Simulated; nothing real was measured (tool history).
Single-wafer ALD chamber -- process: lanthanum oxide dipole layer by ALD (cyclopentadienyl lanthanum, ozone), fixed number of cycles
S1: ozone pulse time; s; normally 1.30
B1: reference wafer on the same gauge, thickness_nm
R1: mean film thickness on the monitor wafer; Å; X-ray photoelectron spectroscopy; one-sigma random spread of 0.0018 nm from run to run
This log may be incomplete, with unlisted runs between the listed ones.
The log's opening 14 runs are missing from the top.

run,hour,S1,B1,R1
15,631.4,1.16,0.430,4.80
# hour 697.9: showerhead replaced, of another model than before
16,698.4,1.30,0.430,5.09
17,756.6,1.30,0.430,5.05
18,820.6,1.50,0.430,5.18
19,851.0,1.30,0.430,5.05
20,921.6,1.48,0.430,5.16
21,975.2,0.98,0.429,4.75
# hour 1011.7: thermocouple changed; heater temperature recalibrated
# hour 1065.6: ozone generator serviced
22,1090.2,1.45,0.429,5.23
23,1160.4,1.30,0.429,5.16
24,1202.5,1.30,0.430,5.13
25,1242.1,1.30,0.430,5.14
26,1274.7,1.58,0.430,5.24
27,1322.8,1.30,0.430,5.12
28,1358.7,1.62,0.430,5.29
29,1391.6,1.30,0.430,5.13
30,1507.9,1.74,0.430,5.31
31,1544.3,1.00,0.430,4.86
32,1603.7,1.30,0.430,5.10
33,1630.3,1.54,0.431,5.24
34,1673.9,1.04,0.430,4.89

Each row is a separate what-if for the run after 34, all from the same tool condition, not one after another. Results?
A,1674.3,1.52,?,?
B,1674.3,0.88,?,?
C,1674.3,0.79,?,?
D,1674.3,1.61,?,?

run,B1,R1
A,0.431,5.22
B,0.431,4.76
C,0.431,4.65
D,0.431,5.26
The same runs, with their run-to-run variation unchanged, on a tool lacking any hidden condition would have given:
run,R1
A,5.24
B,4.80
C,4.69
D,5.28
